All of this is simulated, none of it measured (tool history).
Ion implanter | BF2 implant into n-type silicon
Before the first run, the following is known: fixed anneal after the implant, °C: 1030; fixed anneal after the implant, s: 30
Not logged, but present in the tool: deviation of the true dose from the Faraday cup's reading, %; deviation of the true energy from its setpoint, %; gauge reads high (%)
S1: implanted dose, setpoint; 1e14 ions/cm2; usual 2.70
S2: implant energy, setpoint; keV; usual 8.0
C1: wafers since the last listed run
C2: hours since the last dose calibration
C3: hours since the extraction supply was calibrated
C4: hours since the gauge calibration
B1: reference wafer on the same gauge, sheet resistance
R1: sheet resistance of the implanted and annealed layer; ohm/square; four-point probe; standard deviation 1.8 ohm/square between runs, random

run    hour    S1    S2    C1      C2      C3      C4      B1      R1
  1     0.0  2.70   8.0     0   643.9  2721.6  2032.4  417.02  473.36
  2    94.9  2.70   8.0  1852   738.8  2816.5  2127.3  417.56  471.57
  3   147.2  2.70   8.0  1021   791.1  2868.8  2179.6  417.13  473.35
  4   244.4  2.70   8.0  1897   888.3  2966.0  2276.8  416.74  468.55
  5   301.6  3.23   8.0  1116   945.5  3023.2  2334.0  416.72  409.67
  6   356.5  2.70   8.0  1071  1000.4  3078.1  2388.9  416.71  469.64
  7   412.5  2.70   8.0  1093  1056.4  3134.1  2444.9  417.11  465.93
  8   483.0  2.70   8.0  1376  1126.9  3204.6  2515.4  417.65  471.34
  9   535.2  2.70   8.0  1019  1179.1  3256.8  2567.6  417.17  469.29
 10   601.9  2.70   8.0  1302  1245.8  3323.5  2634.3  417.34  475.02
 11   698.4  2.70   8.0  1884  1342.3  3420.0  2730.8  416.37  468.89
 12   801.2  2.70   8.0  2007  1445.1  3522.8  2833.6  417.21  469.36
 13   859.9  3.02   8.0  1146  1503.8  3581.5  2892.3  416.39  429.32
 14   902.3  3.02   8.0   827  1546.2  3623.9  2934.7  416.77  433.28
 15   956.6  3.23   8.0  1060  1600.5  3678.2  2989.0  417.31  409.77
      998.1  -- extraction supply calibrated
 16  1009.1  2.70   8.0   868  1653.0    11.0  3041.5  416.88  471.21
 17  1078.0  2.05   9.5  1345  1721.9    79.9  3110.4  416.85  575.23
 18  1138.0  2.46   6.0  1171  1781.9   139.9  3170.4  417.25  527.67
 19  1210.3  2.28   9.0  1411  1854.2   212.2  3242.7  417.42  535.61
     1229.8  -- Faraday cup replaced and dose calibrated
 20  1272.7  2.70   8.0  1062    42.9   274.6  3305.1  416.27  471.14
 21  1334.7  2.70   8.0  1210   104.9   336.6  3367.1  416.73  468.53
 22  1428.5  2.05   9.0  1831   198.7   430.4  3460.9  416.75  579.93
     1446.3  -- gauge calibrated
 23  1486.2  3.02   8.0  1126   256.4   488.1    39.9  416.75  433.76
 24  1548.8  2.48   8.0  1222   319.0   550.7   102.5  415.90  503.52
 25  1590.2  3.19   6.5   808   360.4   592.1   143.9  416.55  431.61
 26  1634.0  2.25   9.0   855   404.2   635.9   187.7  417.47  540.64
 27  1741.4  3.35   6.0  2096   511.6   743.3   295.1  417.91  425.37
 28  1815.8  2.40   8.0  1452   586.0   817.7   369.5  417.60  514.16
 29  1917.9  3.35   8.0  1993   688.1   919.8   471.6  416.78  398.93
 30  1964.7  2.70   8.0   913   734.9   966.6   518.4  417.43  468.35
 31  2050.1  3.22   6.0  1667   820.3  1052.0   603.8  416.89  437.81
 32  2118.4  2.70   5.5  1333   888.6  1120.3   672.1  417.50  503.53
 33  2213.2  3.06  10.5  1850   983.4  1215.1   766.9  416.94  411.90
 34  2254.6  2.70   8.0   808  1024.8  1256.5   808.3  416.36  467.74
 35  2314.7  3.33   9.5  1173  1084.9  1316.6   868.4  417.05  386.95
 36  2381.1  2.70   7.0  1296  1151.3  1383.0   934.8  417.06  480.21
 37  2428.4  2.70   8.0   923  1198.6  1430.3   982.1  417.49  471.50

Across each entry between runs, compare the hidden state at the last listed run before it with the hidden state at the first listed run after it:
Between runs 15 and 16: extraction supply calibrated (hour 998.1)
  no difference in the tool's unlogged condition between these two runs
Between runs 19 and 20: Faraday cup replaced and dose calibrated (hour 1229.8)
  no difference in the tool's unlogged condition between these two runs
Between runs 22 and 23: gauge calibrated (hour 1446.3)
  no difference in the tool's unlogged condition between these two runs

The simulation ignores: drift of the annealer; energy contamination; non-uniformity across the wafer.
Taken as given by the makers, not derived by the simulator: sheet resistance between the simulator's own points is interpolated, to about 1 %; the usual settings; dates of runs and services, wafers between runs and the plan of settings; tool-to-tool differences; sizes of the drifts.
